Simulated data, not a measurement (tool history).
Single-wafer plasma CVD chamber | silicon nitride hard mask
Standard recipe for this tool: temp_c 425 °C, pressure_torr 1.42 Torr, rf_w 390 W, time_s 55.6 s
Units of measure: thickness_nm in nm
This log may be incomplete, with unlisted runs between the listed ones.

run	hour	temp_c	pressure_torr	rf_w	time_s	read-back reference wafer on the same gauge, thickness_nm	thickness_nm
1	0	425	1.42	425	55.6	81.89	75.717
2	162.2	425	1.42	390	55.6	81.901	73.528
3	233.7	425	1.42	390	55.6	81.872	74.035
4	275.5	425	1.42	390	55.6	82.025	73.386
5	319.6	425	1.42	390	55.6	82.031	73.645
6	381.4	425	1.42	390	55.6	82.085	73.543
7	406.2	425	1.42	390	55.6	81.896	73.494
# hour 452.9: capacitance manometer re-zeroed and calibrated
8	453.4	425	1.42	390	55.6	82.184	73.494
# hour 540.2: gauge calibrated
# hour 552.6: RF generator calibrated
9	624.8	425	1.42	390	55.6	82.018	72.867
10	655.6	425	1.42	390	55.6	82.062	72.747
11	710.9	425	1.42	390	55.6	81.991	72.353
# hour 755.1: RF generator calibrated, repeated, since the last time left the tool worse
12	775.9	425	1.42	425	55.6	81.973	76.595
# hour 859.4: showerhead replaced
# hour 866.2: thermocouple changed; heater temperature recalibrated
13	917.9	435	1.42	390	63.8	81.966	84.953
14	942	412	1.29	345	55.6	81.984	69.984
15	966.8	425	1.42	390	55.6	82.043	74.709
16	1017.1	415	1.42	390	55.6	82.146	74.941
17	1058.5	432	1.42	435	45	82.043	62.295
18	1113.5	425	1.32	410	50.1	81.928	66.105
19	1164.2	425	1.42	320	55.6	82.079	69.885
20	1234.5	425	1.42	390	55.6	82.046	74.313

Each row is a separate what-if for the run after 20, all from the same tool condition, not one after another. Results?
A	1234.9	425	1.42	365	55.6	?	?
B	1234.9	431	1.24	390	58.7	?	?
C	1234.9	417	1.12	430	47	?	?

run	read-back reference wafer on the same gauge, thickness_nm	thickness_nm
A	81.951	72.811
B	81.951	74.2
C	81.951	58.961
Stripped of hidden state, with their random variation kept, the same runs would have yielded:
run	thickness_nm
A	73.303
B	74.701
C	59.329

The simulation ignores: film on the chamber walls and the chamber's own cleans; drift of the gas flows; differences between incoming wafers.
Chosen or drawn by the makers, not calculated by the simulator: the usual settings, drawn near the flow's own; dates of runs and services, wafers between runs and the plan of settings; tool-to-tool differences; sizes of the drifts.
